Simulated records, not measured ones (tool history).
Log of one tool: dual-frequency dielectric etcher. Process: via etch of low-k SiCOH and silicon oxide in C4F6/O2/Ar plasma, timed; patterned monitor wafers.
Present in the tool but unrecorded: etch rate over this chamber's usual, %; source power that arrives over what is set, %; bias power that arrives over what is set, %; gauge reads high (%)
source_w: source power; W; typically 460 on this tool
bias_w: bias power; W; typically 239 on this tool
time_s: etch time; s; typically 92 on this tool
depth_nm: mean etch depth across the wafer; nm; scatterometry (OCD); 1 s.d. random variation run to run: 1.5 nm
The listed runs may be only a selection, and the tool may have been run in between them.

run     day  source_w  bias_w  time_s  wafers since the last listed run  hours since the last wet clean  hours since the last source power generator calibration  hours since the last bias power generator calibration  hours since the last upper electrode change  hours since the gauge calibration  read-back reference wafer on the same gauge, depth_nm  depth_nm
  1       0       460     239      92                                 0                           130.5                                                    294.6                                                 3584.4                                       4594.3                             2775.7                                                  265.8     285.5
  2   4.021       460     239      92                              1017                             227                                                    391.1                                                 3680.9                                       4690.8                             2872.2                                                  266.3     284.7
  3   5.783       460     239      92                               445                           269.3                                                    433.4                                                 3723.2                                       4733.1                             2914.5                                                  265.2     283.2
  4   14.85       460     277      92                              2293                           486.9                                                      651                                                 3940.8                                       4950.7                             3132.1                                                  264.7     294.2
  5  17.508       460     277      92                               672                           550.7                                                    714.8                                                 4004.6                                       5014.5                             3195.9                                                  264.5     295.9
       19.8  -- upper electrode replaced
     20.275  -- bias power generator calibrated
  6  21.229       460     239      92                               646                             640                                                    804.1                                                   22.9                                         34.3                             3285.2                                                  264.3     284.4
  7  25.554       460     239      92                              1094                           743.8                                                    907.9                                                  126.7                                        138.1                               3389                                                  263.7     283.2
  8  29.371       460     239      92                               965                           835.4                                                    999.5                                                  218.3                                        229.7                             3480.6                                                  263.1     280.1
     31.921  -- wet clean of the chamber
  9  31.942       500     239      92                               397                             0.5                                                   1061.2                                                    280                                        291.4                             3542.3                                                  263.2       289
 10  32.896       350     239   112.5                               241                            23.4                                                   1084.1                                                  302.9                                        314.3                             3565.2                                                  263.6     309.8
 11  36.654       460     203      92                               950                           113.6                                                   1174.3                                                  393.1                                        404.5                             3655.4                                                  262.5     268.9
 12  38.242       360     270      92                               401                           151.7                                                   1212.4                                                  431.2                                        442.6                             3693.5                                                  263.2     266.5
 13  50.846       350     239      92                              3188                           454.2                                                   1514.9                                                  733.7                                        745.1                               3996                                                  261.3       250
 14  54.492       460     239      92                               922                           541.7                                                   1602.4                                                  821.2                                        832.6                             4083.5                                                  261.3     280.6
 15  58.558       350     239   118.5                              1028                           639.3                                                     1700                                                  918.8                                        930.2                             4181.1                                                  261.2     324.7
     60.262  -- source power generator calibrated
 16  61.433       490     215    67.5                               685                           708.3                                                     28.1                                                  987.8                                        999.2                             4250.1                                                  260.1     204.4
 17  62.942       460     239      92                               381                           744.5                                                     64.3                                                   1024                                       1035.4                             4286.3                                                  260.2     278.7
     64.529  -- gauge calibrated
 18  65.975       460     217      92                               767                           817.3                                                    137.1                                                 1096.8                                       1108.2                               34.7                                                  277.4     286.9
 19  69.392       410     239      92                               864                           899.3                                                    219.1                                                 1178.8                                       1190.2                              116.7                                                  277.5     282.6
     71.446  -- wet clean of the chamber
 20  73.158       460     239      92                               699                            41.1                                                    309.5                                                 1269.2                                       1280.6                              207.1                                                  276.9     295.3
 21  75.996       460     211      92                               717                           109.2                                                    377.6                                                 1337.3                                       1348.7                              275.2                                                  276.9     284.4
 22  80.429       460     207      92                              1121                           215.6                                                      484                                                 1443.7                                       1455.1                              381.6                                                  276.9     282.1

What does the tool deliver on the next run?
 23  84.121       510     239      92                               933                           304.2                                                    572.6                                                 1532.3                                       1543.7                              470.2                                                      ?         ?

For run 23 the tool returned read-back reference wafer on the same gauge, depth_nm 276.2, depth_nm 307.6 nm.
If the tool had no hidden condition, the same run with the same run-to-run variation would have returned depth_nm 307.7 nm.

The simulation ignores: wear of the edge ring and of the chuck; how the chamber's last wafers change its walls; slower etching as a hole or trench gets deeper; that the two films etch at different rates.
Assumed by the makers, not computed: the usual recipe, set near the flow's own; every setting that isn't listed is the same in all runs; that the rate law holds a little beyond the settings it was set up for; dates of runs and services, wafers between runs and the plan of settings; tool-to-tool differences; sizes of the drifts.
